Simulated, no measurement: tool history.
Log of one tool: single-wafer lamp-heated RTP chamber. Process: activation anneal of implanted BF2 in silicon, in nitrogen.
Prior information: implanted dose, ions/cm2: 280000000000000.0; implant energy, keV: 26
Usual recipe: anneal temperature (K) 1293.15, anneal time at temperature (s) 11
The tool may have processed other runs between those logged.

run,hour,anneal temperature (K),anneal time at temperature (s),"read-back reference wafer on the same gauge, sheet resistance",sheet resistance of the implanted and annealed layer (ohm/square)
1,0.0,1293.15,11,383.91,369.26
2,70.8,1293.15,11,384.02,369.66
3,137.3,1293.15,11,384.19,369.42
4,201.7,1313.15,11,383.82,369.49
5,233.2,1313.15,11,384.11,368.43
6,266.6,1293.15,11,383.88,369.65
# hour 355.8: reflector plate cleaned
7,360.1,1293.15,11,384.25,370.29
8,412.5,1293.15,11,384.09,368.81
9,477.6,1272.15,11,383.91,371.66
# hour 507.2: pyrometer window cleaned and pyrometer calibrated
10,542.2,1272.15,11,384.13,371.41
11,585.6,1293.15,11,383.98,369.77
12,634.2,1293.15,11,383.83,369.69
13,694.0,1293.15,11,383.94,369.33
14,751.6,1293.15,11,383.90,369.52
15,806.5,1273.15,6,383.93,372.34
16,857.7,1309.15,16,384.21,366.21
17,918.9,1314.15,15,383.79,366.06
18,974.3,1313.15,11,383.88,370.24
19,1010.7,1293.15,17,384.00,368.56
# hour 1060.1: pyrometer window cleaned and pyrometer calibrated
20,1075.6,1313.15,11,384.03,368.42
# hour 1115.1: gauge calibrated
# hour 1139.0: reflector plate cleaned
21,1140.7,1293.15,11,383.98,369.31
22,1180.0,1311.15,5,383.94,371.26
23,1216.4,1271.15,6,383.77,374.11
24,1243.0,1293.15,11,383.91,369.15
25,1302.2,1284.15,5,383.93,372.13
26,1352.3,1285.15,11,383.82,369.79
27,1401.6,1293.15,4,383.96,372.37
28,1464.0,1306.15,17,384.04,367.55
# hour 1497.0: pyrometer window cleaned and pyrometer calibrated
29,1523.5,1264.15,6,384.06,374.92
30,1595.4,1280.15,17,384.33,368.19
31,1791.0,1293.15,11,383.99,369.74
32,1822.7,1264.15,17,384.21,370.87
33,1884.4,1293.15,11,384.16,370.30
# hour 1936.8: pyrometer window cleaned and pyrometer calibrated
34,2043.1,1274.15,6,383.65,371.56
35,2076.9,1282.15,16,384.03,369.27
# hour 2093.8: reflector plate cleaned
36,2103.7,1278.15,5,384.03,372.44
37,2139.4,1293.15,11,384.10,369.60

Here are 3 independent what-if runs from the current tool condition. What would each one return?
A,2139.8,1293.15,5,?,?
B,2139.8,1269.15,11,?,?
C,2139.8,1293.15,14,?,?

run,"read-back reference wafer on the same gauge, sheet resistance",sheet resistance of the implanted and annealed layer (ohm/square)
A,384.00,371.33
B,384.00,371.19
C,384.00,368.36
Stripped of hidden state, with their random variation kept, the same runs would have yielded:
run,sheet resistance of the implanted and annealed layer (ohm/square)
A,371.33
B,371.19
C,368.36
